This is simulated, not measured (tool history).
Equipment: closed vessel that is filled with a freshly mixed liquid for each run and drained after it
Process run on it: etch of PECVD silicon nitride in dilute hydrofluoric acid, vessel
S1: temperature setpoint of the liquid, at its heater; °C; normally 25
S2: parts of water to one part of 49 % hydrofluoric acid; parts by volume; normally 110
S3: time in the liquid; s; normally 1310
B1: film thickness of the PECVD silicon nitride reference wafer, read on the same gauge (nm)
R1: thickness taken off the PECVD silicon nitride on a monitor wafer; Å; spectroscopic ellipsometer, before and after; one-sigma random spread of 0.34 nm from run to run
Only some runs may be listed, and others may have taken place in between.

| run | day | S1 | S2 | S3 | B1 | R1 |
|---|---|---|---|---|---|---|
| 1 | 0 | 25 | 150 | 1310 | 139.99 | 351.4 |
| 2 | 0.596 | 25 | 150 | 1310 | 139.99 | 353.9 |
| 3 | 0.988 | 25 | 110 | 1310 | 140.01 | 472.5 |
| 4 | 2.55 | 25 | 110 | 1310 | 139.98 | 485.8 |
|  | 3.217 | gauge calibrated |
| 5 | 3.262 | 25 | 95 | 1310 | 139.99 | 555.1 |
| 6 | 3.888 | 25 | 95 | 1310 | 140 | 557.6 |
|  | 3.933 | thermometer replaced |
| 7 | 4.392 | 25 | 110 | 1310 | 139.99 | 409.2 |
| 8 | 4.879 | 25 | 110 | 1310 | 140.01 | 411.5 |
| 9 | 5.162 | 22 | 165 | 975 | 140 | 171.2 |
| 10 | 5.854 | 29 | 110 | 1310 | 139.99 | 539.3 |
| 11 | 6.317 | 25 | 85 | 1310 | 139.98 | 550.2 |
|  | 6.612 | hydrofluoric acid flow meter replaced |
| 12 | 6.921 | 25 | 95 | 775 | 140 | 251.9 |
| 13 | 7.4 | 22.5 | 80 | 1310 | 139.97 | 428.8 |
| 14 | 7.862 | 25 | 110 | 1310 | 140.02 | 370.1 |
| 15 | 8.167 | 25 | 110 | 1310 | 140.01 | 369.8 |
| 16 | 8.65 | 20.5 | 160 | 1310 | 139.98 | 192.4 |
| 17 | 9.133 | 29.5 | 65 | 1750 | 140 | 1134.9 |
| 18 | 9.829 | 28.5 | 165 | 820 | 140.01 | 194.2 |
| 19 | 10.229 | 22 | 75 | 1985 | 139.99 | 677.4 |
| 20 | 10.575 | 26.5 | 60 | 555 | 140.03 | 325.4 |
| 21 | 11.075 | 25 | 75 | 1310 | 140 | 556.6 |
| 22 | 11.442 | 25 | 110 | 1310 | 140 | 378 |
| 23 | 11.912 | 20.5 | 55 | 1900 | 140.01 | 813.2 |
| 24 | 12.204 | 22 | 95 | 1525 | 140.02 | 418.7 |
| 25 | 12.658 | 25 | 110 | 1310 | 139.99 | 385.6 |
| 26 | 13.262 | 25 | 110 | 1310 | 140 | 388.8 |
| 27 | 13.654 | 25 | 95 | 775 | 140 | 264.2 |
| 28 | 15.538 | 25 | 150 | 1030 | 140.02 | 227.2 |
| 29 | 16.062 | 23.5 | 80 | 1310 | 139.99 | 483.3 |
| 30 | 16.567 | 25 | 145 | 1680 | 139.98 | 383.8 |
| 31 | 17.217 | 25 | 110 | 1310 | 139.99 | 397.3 |
| 32 | 17.575 | 25 | 110 | 830 | 139.99 | 249 |

4 options for the next run, each taken on its own from the tool as it stands now. Forecast them:
| A | 17.617 | 25 | 110 | 975 | ? | ? |
| B | 17.617 | 27 | 150 | 710 | ? | ? |
| C | 17.617 | 29.5 | 60 | 600 | ? | ? |
| D | 17.617 | 22 | 110 | 1515 | ? | ? |

| run | B1 | R1 |
|---|---|---|
| A | 140 | 293.2 |
| B | 140 | 177.8 |
| C | 140 | 440.5 |
| D | 140 | 374.4 |
Without the tool's hidden state the same runs would have given:
| run | R1 |
|---|---|
| A | 262.9 |
| B | 159.8 |
| C | 395.3 |
| D | 335.2 |
